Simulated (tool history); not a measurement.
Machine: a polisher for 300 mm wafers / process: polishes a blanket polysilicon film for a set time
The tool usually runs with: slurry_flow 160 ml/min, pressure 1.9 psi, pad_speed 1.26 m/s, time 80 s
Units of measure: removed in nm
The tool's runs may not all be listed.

run      day  slurry_flow  pressure  pad_speed  time  incoming thickness of the incoming film, nm  removed
  1    0.000          160       1.9       1.26    74                                       1613.1    445.1
  2    1.504          160       1.9       1.60    80                                       1639.7    583.0
       4.483  -- slurry nozzle cleaned
  3    4.504          160       1.9       1.60    80                                       1604.8    606.4
  4    7.283          160       1.9       1.60    80                                       1624.5    600.3
  5   11.283          160       1.9       1.26    80                                       1613.2    492.4
  6   13.633          160       1.9       1.26    64                                       1589.3    393.0
  7   16.946          160       1.9       1.26    80                                       1611.1    482.1
  8   19.179          160       1.9       1.26    80                                       1629.9    481.2
  9   20.958          160       1.9       1.26    80                                       1637.9    487.4
      25.454  -- worn pad replaced by a new one
 10   30.517          160       2.2       1.26    80                                       1586.2    550.7
 11   34.292          160       1.9       1.26    80                                       1617.5    469.3
 12   37.450          160       1.9       1.26    80                                       1629.9    466.8
      37.933  -- slurry nozzle cleaned
 13   39.367          160       1.9       1.26    80                                       1608.0    495.0
 14   41.688          160       1.9       1.26    80                                       1639.4    498.4
      44.083  -- head pressure recalibrated
 15   45.788          160       1.9       1.26    80                                       1600.3    495.6
 16   49.846          160       1.9       1.26    80                                       1611.3    487.2
 17   51.821          160       1.9       1.26    80                                       1615.2    488.2
 18   53.558          160       1.9       1.26    80                                       1625.1    489.8
 19   55.567          205       1.9       1.26    80                                       1640.5    494.6
      56.996  -- worn pad replaced by a new one
 20   57.496          160       1.9       1.10    80                                       1589.7    431.1
 21   60.396          160       2.4       1.26    80                                       1585.0    604.2
 22   62.867          160       1.9       1.60    80                                       1619.7    581.4
      63.858  -- slurry nozzle cleaned
 23   72.954          175       1.4       1.26    80                                       1642.6    365.7
 24   75.858          190       2.2       1.26    99                                       1601.8    721.6
 25   78.000          120       1.9       1.26    80                                       1624.2    472.7
      81.929  -- worn pad replaced by a new one
 26   82.000          160       1.9       1.46    80                                       1619.0    550.1
 27   86.200          160       1.9       1.26    80                                       1625.5    481.6
 28   88.658          160       1.9       1.60    80                                       1611.9    584.5
 29   90.546          160       1.9       1.26    54                                       1638.0    324.3
 30   93.792          160       1.9       1.26    54                                       1619.3    318.1
      96.071  -- slurry nozzle cleaned
      98.304  -- head pressure recalibrated
 31  105.129          130       1.3       1.68    94                                       1611.1    489.1
 32  107.517          110       1.4       1.64    89                                       1615.5    478.9
 33  110.854          160       2.1       1.62    69                                       1625.5    563.5
     111.083  -- worn pad replaced by a new one
 34  120.750          110       1.2       1.44    91                                       1603.4    365.4
     122.242  -- slurry nozzle cleaned
 35  123.758          200       1.4       1.26    80                                       1602.5    371.7
 36  126.725          160       1.9       1.54    80                                       1637.5    586.2
 37  130.792          160       2.5       1.48    80                                       1608.1    729.7
 38  133.417          160       1.9       1.26    56                                       1627.8    339.8

What if the next run were any one of these 3? Each begins from the tool's condition after run 38:
  A  133.433          160       1.9       1.26    80                                       1625.1        ?
  B  133.433          160       1.3       1.26    80                                       1625.1        ?
  C  133.433          135       1.5       0.86    64                                       1625.1        ?

run  removed
  A    490.7
  B    335.7
  C    225.9
What these runs would have given with no unlogged condition in the tool:
run  removed
  A    501.3
  B    343.0
  C    231.3
